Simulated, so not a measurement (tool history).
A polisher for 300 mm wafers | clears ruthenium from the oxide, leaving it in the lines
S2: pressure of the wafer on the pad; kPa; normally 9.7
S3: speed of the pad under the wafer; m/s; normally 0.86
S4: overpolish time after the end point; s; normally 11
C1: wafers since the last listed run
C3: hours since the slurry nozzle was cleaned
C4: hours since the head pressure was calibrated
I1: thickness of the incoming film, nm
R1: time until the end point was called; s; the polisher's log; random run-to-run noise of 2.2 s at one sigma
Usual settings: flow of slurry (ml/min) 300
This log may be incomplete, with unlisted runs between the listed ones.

{"run": 1, "hour": 0.0, "flow of slurry (ml/min)": 300, "S2": 9.7, "S3": 0.86, "S4": 11, "C1": 0, "wafers polished on this pad": 797, "C3": 253.9, "C4": 454.7, "I1": 101.1, "R1": 150.3}
{"run": 2, "hour": 27.6, "flow of slurry (ml/min)": 300, "S2": 9.7, "S3": 0.86, "S4": 11, "C1": 272, "wafers polished on this pad": 1069, "C3": 281.5, "C4": 482.3, "I1": 102.1, "R1": 156.8}
{"run": 3, "hour": 56.1, "flow of slurry (ml/min)": 300, "S2": 6.9, "S3": 0.86, "S4": 13, "C1": 280, "wafers polished on this pad": 1350, "C3": 310, "C4": 510.8, "I1": 101.2, "R1": 213}
{"hour": 60.7, "done": "worn pad replaced by a new one"}
{"run": 4, "hour": 74.8, "flow of slurry (ml/min)": 300, "S2": 6.9, "S3": 0.86, "S4": 13, "C1": 144, "wafers polished on this pad": 139, "C3": 328.7, "C4": 529.5, "I1": 101.5, "R1": 196.2}
{"run": 5, "hour": 158.0, "flow of slurry (ml/min)": 300, "S2": 6.9, "S3": 0.86, "S4": 13, "C1": 820, "wafers polished on this pad": 959, "C3": 411.9, "C4": 612.7, "I1": 100.5, "R1": 200.8}
{"run": 6, "hour": 221.6, "flow of slurry (ml/min)": 300, "S2": 9.7, "S3": 0.86, "S4": 11, "C1": 626, "wafers polished on this pad": 1586, "C3": 475.5, "C4": 676.3, "I1": 100.4, "R1": 167.5}
{"hour": 227.4, "done": "worn pad replaced by a new one"}
{"run": 7, "hour": 287.5, "flow of slurry (ml/min)": 300, "S2": 9.7, "S3": 0.86, "S4": 11, "C1": 610, "wafers polished on this pad": 592, "C3": 541.4, "C4": 742.2, "I1": 99.3, "R1": 145.6}
{"run": 8, "hour": 303.3, "flow of slurry (ml/min)": 300, "S2": 9.7, "S3": 0.86, "S4": 11, "C1": 155, "wafers polished on this pad": 748, "C3": 557.2, "C4": 758, "I1": 99.5, "R1": 150.3}
{"run": 9, "hour": 334.7, "flow of slurry (ml/min)": 300, "S2": 9.7, "S3": 0.86, "S4": 13, "C1": 309, "wafers polished on this pad": 1057, "C3": 588.6, "C4": 789.4, "I1": 100.7, "R1": 153.5}
{"hour": 369.4, "done": "worn pad replaced by a new one"}
{"run": 10, "hour": 369.9, "flow of slurry (ml/min)": 300, "S2": 9.7, "S3": 0.86, "S4": 13, "C1": 307, "wafers polished on this pad": 4, "C3": 623.8, "C4": 824.6, "I1": 100.3, "R1": 148}
{"run": 11, "hour": 403.4, "flow of slurry (ml/min)": 300, "S2": 9.7, "S3": 0.86, "S4": 7, "C1": 330, "wafers polished on this pad": 335, "C3": 657.3, "C4": 858.1, "I1": 97.9, "R1": 146.5}
{"run": 12, "hour": 418.6, "flow of slurry (ml/min)": 300, "S2": 9.7, "S3": 0.86, "S4": 7, "C1": 149, "wafers polished on this pad": 485, "C3": 672.5, "C4": 873.3, "I1": 100.1, "R1": 147.8}
{"run": 13, "hour": 501.5, "flow of slurry (ml/min)": 275, "S2": 8.3, "S3": 0.98, "S4": 6, "C1": 817, "wafers polished on this pad": 1302, "C3": 755.4, "C4": 956.2, "I1": 101.7, "R1": 169.8}
{"hour": 506.5, "done": "worn pad replaced by a new one"}
{"run": 14, "hour": 525.5, "flow of slurry (ml/min)": 300, "S2": 11.7, "S3": 0.86, "S4": 8, "C1": 197, "wafers polished on this pad": 187, "C3": 779.4, "C4": 980.2, "I1": 98.2, "R1": 121.3}
{"run": 15, "hour": 548.9, "flow of slurry (ml/min)": 300, "S2": 9.7, "S3": 0.86, "S4": 16, "C1": 230, "wafers polished on this pad": 418, "C3": 802.8, "C4": 1003.6, "I1": 99.4, "R1": 146.2}
{"run": 16, "hour": 578.1, "flow of slurry (ml/min)": 355, "S2": 9.7, "S3": 0.86, "S4": 18, "C1": 287, "wafers polished on this pad": 705, "C3": 832, "C4": 1032.8, "I1": 99.6, "R1": 141.8}
{"run": 17, "hour": 595.4, "flow of slurry (ml/min)": 345, "S2": 6.9, "S3": 0.7, "S4": 11, "C1": 170, "wafers polished on this pad": 876, "C3": 849.3, "C4": 1050.1, "I1": 98.6, "R1": 224.6}
{"hour": 600.8, "done": "head pressure recalibrated"}
{"hour": 601.1, "done": "slurry nozzle cleaned"}
{"run": 18, "hour": 626.8, "flow of slurry (ml/min)": 340, "S2": 11, "S3": 0.98, "S4": 14, "C1": 286, "wafers polished on this pad": 1163, "C3": 25.7, "C4": 26, "I1": 99.3, "R1": 125.7}

Run 19 has not been measured yet. What should we expect?
{"hour": 665.2, "done": "worn pad replaced by a new one"}
{"run": 19, "hour": 673.7, "flow of slurry (ml/min)": 300, "S2": 9.7, "S3": 0.86, "S4": 11, "C1": 422, "wafers polished on this pad": 83, "C3": 72.6, "C4": 72.9, "I1": 99.5, "R1": "?"}

{"run 19": {"R1": 139.6}}
Minus the tool's unlogged condition, the same run would have read R1 139.3 s.
